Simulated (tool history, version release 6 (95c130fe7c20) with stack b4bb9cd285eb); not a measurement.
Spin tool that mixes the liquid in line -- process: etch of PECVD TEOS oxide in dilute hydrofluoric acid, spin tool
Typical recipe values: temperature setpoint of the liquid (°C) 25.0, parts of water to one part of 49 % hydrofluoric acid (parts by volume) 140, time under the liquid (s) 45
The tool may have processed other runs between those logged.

| run | day | temperature setpoint of the liquid (°C) | parts of water to one part of 49 % hydrofluoric acid (parts by volume) | time under the liquid (s) | read-back film thickness of the PECVD TEOS oxide reference wafer, read on the same gauge (nm) | thickness taken off the PECVD TEOS oxide on a monitor wafer (Å) |
|---|---|---|---|---|---|---|
| 1 | 0.000 | 25.0 | 180 | 45 | 150.01 | 66.5 |
| 2 | 3.812 | 25.0 | 160 | 45 | 149.97 | 78.4 |
| 3 | 8.292 | 25.0 | 160 | 45 | 149.98 | 78.2 |
| 4 | 11.967 | 25.0 | 160 | 45 | 149.96 | 79.1 |
| 5 | 21.679 | 25.0 | 140 | 60 | 150.01 | 125.1 |
| 6 | 26.108 | 25.0 | 140 | 60 | 150.02 | 128.0 |
|  | 28.275 | thermometer replaced |
| 7 | 29.125 | 25.0 | 140 | 45 | 149.99 | 86.9 |
|  | 32.096 | hydrofluoric acid flow meter replaced |
| 8 | 32.671 | 25.0 | 140 | 45 | 149.99 | 88.1 |
| 9 | 36.900 | 28.5 | 140 | 45 | 149.99 | 101.3 |
| 10 | 41.108 | 28.5 | 140 | 45 | 149.97 | 100.4 |
| 11 | 45.404 | 25.0 | 140 | 45 | 149.97 | 88.3 |
|  | 46.538 | gauge calibrated |
| 12 | 49.438 | 25.0 | 140 | 45 | 149.97 | 88.1 |
| 13 | 52.071 | 25.0 | 140 | 45 | 149.99 | 90.3 |
| 14 | 55.358 | 25.0 | 140 | 45 | 150.01 | 93.0 |
| 15 | 57.017 | 25.0 | 140 | 45 | 150.02 | 90.5 |
| 16 | 60.912 | 25.0 | 140 | 35 | 150.00 | 73.2 |
| 17 | 63.712 | 21.0 | 140 | 60 | 149.96 | 106.1 |
| 18 | 66.658 | 23.5 | 140 | 65 | 150.01 | 128.2 |
| 19 | 68.971 | 25.0 | 195 | 45 | 150.05 | 63.3 |
| 20 | 72.971 | 29.5 | 140 | 30 | 149.98 | 74.7 |
| 21 | 76.904 | 25.0 | 140 | 70 | 149.98 | 146.8 |
| 22 | 80.383 | 23.0 | 140 | 45 | 150.01 | 90.3 |
| 23 | 82.121 | 25.0 | 140 | 45 | 150.00 | 94.9 |
|  | 82.829 | thermometer replaced |
| 24 | 85.342 | 25.0 | 140 | 40 | 149.97 | 77.6 |
| 25 | 89.167 | 23.0 | 195 | 55 | 150.03 | 67.2 |
| 26 | 98.296 | 20.5 | 140 | 45 | 149.99 | 74.3 |
| 27 | 100.612 | 27.5 | 115 | 45 | 150.04 | 123.3 |
| 28 | 102.742 | 28.5 | 85 | 70 | 150.00 | 277.0 |
| 29 | 105.017 | 28.5 | 105 | 45 | 149.99 | 145.3 |
| 30 | 109.092 | 25.0 | 140 | 45 | 150.01 | 91.6 |
| 31 | 112.892 | 25.0 | 140 | 45 | 150.02 | 91.4 |
| 32 | 117.204 | 25.0 | 140 | 45 | 150.03 | 92.1 |

Per-run results on a tool with no hidden state, each run keeping its own random variation:
Hidden state present: liquid hotter than its thermometer reads (K); hydrofluoric acid flow below the setpoint (%); gauge reads high (%).
| run | thickness taken off the PECVD TEOS oxide on a monitor wafer (Å) |
|---|---|
| 1 | 63.7 |
| 2 | 74.5 |
| 3 | 73.7 |
| 4 | 74.0 |
| 5 | 115.0 |
| 6 | 116.6 |
| 7 | 86.5 |
| 8 | 87.1 |
| 9 | 99.4 |
| 10 | 97.8 |
| 11 | 85.2 |
| 12 | 84.4 |
| 13 | 86.0 |
| 14 | 88.1 |
| 15 | 85.5 |
| 16 | 68.6 |
| 17 | 98.7 |
| 18 | 118.8 |
| 19 | 58.6 |
| 20 | 68.7 |
| 21 | 133.6 |
| 22 | 81.5 |
| 23 | 85.6 |
| 24 | 77.1 |
| 25 | 66.4 |
| 26 | 72.0 |
| 27 | 119.1 |
| 28 | 266.5 |
| 29 | 139.3 |
| 30 | 87.1 |
| 31 | 86.3 |
| 32 | 86.3 |

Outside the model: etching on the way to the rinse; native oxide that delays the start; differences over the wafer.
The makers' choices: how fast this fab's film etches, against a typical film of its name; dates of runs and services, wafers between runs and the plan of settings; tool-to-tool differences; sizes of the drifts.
